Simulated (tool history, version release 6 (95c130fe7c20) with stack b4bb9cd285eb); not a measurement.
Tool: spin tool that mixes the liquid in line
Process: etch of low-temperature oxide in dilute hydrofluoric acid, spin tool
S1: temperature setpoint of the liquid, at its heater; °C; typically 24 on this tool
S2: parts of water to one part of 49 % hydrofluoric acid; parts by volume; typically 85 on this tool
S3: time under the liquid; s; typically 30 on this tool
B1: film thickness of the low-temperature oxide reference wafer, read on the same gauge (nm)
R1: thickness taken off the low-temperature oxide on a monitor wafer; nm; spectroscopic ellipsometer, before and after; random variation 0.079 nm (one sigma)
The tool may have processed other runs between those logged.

| run | day | S1 | S2 | S3 | B1 | R1 |
|---|---|---|---|---|---|---|
| 1 | 0 | 24 | 85 | 30 | 129.97 | 10.71 |
| 2 | 1.021 | 24 | 85 | 30 | 130.01 | 10.74 |
| 3 | 1.688 | 24 | 85 | 30 | 130.03 | 10.7 |
| 4 | 2.517 | 24 | 85 | 30 | 129.98 | 10.57 |
| 5 | 3.654 | 24 | 85 | 30 | 130 | 10.58 |
| 6 | 4.975 | 24 | 85 | 30 | 129.96 | 10.59 |
| 7 | 5.546 | 24 | 85 | 30 | 129.97 | 10.67 |
| 8 | 6.321 | 24 | 85 | 30 | 129.99 | 10.63 |
| 9 | 7.092 | 24 | 85 | 30 | 130.01 | 10.71 |
| 10 | 8.25 | 24 | 85 | 30 | 129.99 | 10.68 |
| 11 | 8.85 | 24 | 85 | 40 | 129.99 | 14.32 |
| 12 | 9.946 | 24 | 85 | 40 | 129.99 | 14.32 |
| 13 | 14.125 | 24 | 85 | 40 | 130.03 | 14.25 |
|  | 15.592 | gauge calibrated |
| 14 | 17.042 | 24 | 85 | 30 | 129.99 | 10.86 |
| 15 | 18.125 | 24 | 65 | 45 | 130 | 21.56 |
| 16 | 18.858 | 24 | 85 | 30 | 129.96 | 10.77 |
| 17 | 20.067 | 24 | 85 | 30 | 130.01 | 10.71 |
| 18 | 20.983 | 26.5 | 85 | 30 | 129.98 | 11.91 |
|  | 21.029 | thermometer replaced |
| 19 | 21.938 | 24 | 85 | 30 | 129.97 | 11.74 |
| 20 | 22.833 | 29 | 85 | 25 | 130.01 | 11.93 |
| 21 | 23.454 | 24 | 85 | 30 | 130.03 | 11.71 |
| 22 | 24.079 | 24 | 85 | 30 | 130.03 | 11.66 |
|  | 24.917 | hydrofluoric acid flow meter replaced |
| 23 | 25.496 | 24 | 85 | 50 | 129.99 | 18.45 |
| 24 | 26.3 | 26 | 65 | 15 | 130.03 | 8.03 |
| 25 | 27.454 | 19.5 | 100 | 40 | 129.99 | 10.35 |
| 26 | 28.379 | 28 | 85 | 30 | 130 | 13.04 |
| 27 | 32.329 | 26 | 115 | 45 | 130.02 | 13 |
| 28 | 33.371 | 24 | 55 | 30 | 130.01 | 17.77 |

3 options for the next run, each taken on its own from the tool as it stands now. Forecast them:
| A | 33.388 | 24 | 85 | 30 | ? | ? |
| B | 33.388 | 24 | 105 | 30 | ? | ? |
| C | 33.388 | 22.5 | 70 | 15 | ? | ? |

| run | B1 | R1 |
|---|---|---|
| A | 130.04 | 11.24 |
| B | 130.04 | 8.88 |
| C | 130.04 | 6.54 |
The same runs, with their run-to-run variation unchanged, on a tool lacking any hidden condition would have given:
| run | R1 |
|---|---|
| A | 11.21 |
| B | 8.86 |
| C | 6.53 |
